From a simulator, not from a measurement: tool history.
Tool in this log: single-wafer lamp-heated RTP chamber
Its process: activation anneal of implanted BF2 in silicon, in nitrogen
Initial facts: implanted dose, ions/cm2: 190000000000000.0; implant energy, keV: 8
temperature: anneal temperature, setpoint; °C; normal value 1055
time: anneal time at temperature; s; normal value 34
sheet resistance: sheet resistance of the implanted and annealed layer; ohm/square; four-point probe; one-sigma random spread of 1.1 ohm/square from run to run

run,day,temperature,time,"read-back reference wafer on the same gauge, sheet resistance",sheet resistance
1,0,1044,34,678.84,584.92
2,0.9,1075,34,678.96,562.88
3,2.083,1075,34,678.99,559.58
4,3.092,1075,34,679.19,560.72
5,3.796,1069,43,679.02,556.02
6,4.692,1069,43,678.81,556.29
7,6.033,1055,34,678.59,570.12
# day 8.079: reflector plate cleaned
8,8.733,1055,34,679.11,574.23
9,9.471,1055,34,679.21,574.7
# day 10.371: pyrometer window cleaned and pyrometer calibrated
10,12.629,1055,34,678.98,580.74
# day 12.942: gauge calibrated
11,13.642,1068,34,678.77,568.65
12,14.346,1068,34,679.36,569.17
13,15.796,1055,34,678.86,579.4
14,16.379,1055,34,679.14,576.45
15,17.825,1055,34,679.13,574.4
16,19.075,1055,49,679.05,560.64
17,19.75,1042,34,679.08,581.38
18,20.708,1055,54,678.88,554.54
# day 23.046: pyrometer window cleaned and pyrometer calibrated
19,24.112,1046,34,678.93,583.98
# day 24.717: reflector plate cleaned
20,24.767,1042,19,678.47,603.87
21,26.046,1077,27,678.85,572.99
22,27.217,1055,34,679.13,577.49
23,28.517,1027,15,678.97,615.4
24,29.1,1074,40,678.98,558.61
25,30.196,1055,51,678.75,562.29
26,31.117,1055,34,678.48,575.36
27,32.121,1055,34,679.16,575.14
28,33.288,1083,48,678.68,541.88
29,33.929,1045,22,678.7,591.48
30,35.238,1055,34,678.87,571.7

Hidden state, per run?
gauge reads high (%): 0 in every run
H1: true wafer temperature minus pyrometer reading, K
H2: wafer temperature error from the tarnished reflector plate, K
run,H1,H2
1,4.26,4.61
2,5.01,5.01
3,5.99,5.54
4,6.83,5.99
5,7.41,6.3
6,8.15,6.7
7,9.26,7.29
8,11.5,1.35
9,12.1,1.67
10,3.12,3.08
11,3.96,3.52
12,4.55,3.84
13,5.75,4.48
14,6.23,4.74
15,7.43,5.38
16,8.46,5.93
17,9.02,6.23
18,9.82,6.66
19,2.06,8.17
20,2.6,0.883
21,3.66,1.45
22,4.63,1.97
23,5.71,2.55
24,6.19,2.81
25,7.1,3.29
26,7.86,3.7
27,8.69,4.15
28,9.66,4.66
29,10.2,4.95
30,11.3,5.53
